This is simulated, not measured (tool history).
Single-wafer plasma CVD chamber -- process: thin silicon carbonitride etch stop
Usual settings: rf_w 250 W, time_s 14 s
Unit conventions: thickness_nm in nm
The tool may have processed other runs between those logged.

run	hour	rf_w	time_s	read-back reference wafer on the same gauge, thickness_nm	thickness_nm
1	0	250	14	8.659	8.665
2	59.9	250	14	8.659	8.678
3	154.3	250	14	8.688	8.683
# hour 169.5: gauge calibrated
4	213.1	250	14	8.665	8.755
5	310.1	225	12.9	8.679	7.719
6	610.3	225	12.9	8.679	7.656
7	700.5	250	12.2	8.688	7.484
8	793.1	250	14	8.676	8.6
9	874.9	250	15.5	8.69	9.47
10	942.8	250	15.2	8.667	9.292
11	1030.8	265	14	8.682	8.696
# hour 1090.7: gauge calibrated
12	1128.2	220	15.6	8.679	9.199
# hour 1195.4: showerhead replaced
13	1195.9	250	14	8.67	8.598
# hour 1233.9: thermocouple changed; heater temperature recalibrated
# hour 1365.9: RF generator calibrated
14	1496	235	16.3	8.669	9.906
15	1568.4	290	14	8.681	9.141
16	1614	225	12.8	8.697	7.654
17	1713.5	250	14	8.681	8.681

Some steps in thickness_nm between neighbouring runs. How much of each would the tool show without its hidden state too (settings, what came in, random variation), and how much is left for the hidden state, with any gauge scatter that isn't in both results?
What the log doesn't record here: wafer temperature above the value expected at the setpoint (K); delivered RF power above the setpoint (%); gauge reads high (%).
Run 13 -> 14: rf_w 250 -> 235, time_s 14 -> 16.3, thermocouple changed; heater temperature recalibrated, RF generator calibrated. thickness_nm +1.308 nm: hidden state +0.146, all else +1.162.
Run 15 -> 16: rf_w 290 -> 225, time_s 14 -> 12.8. thickness_nm -1.487 nm: hidden state +0.001, all else -1.488.
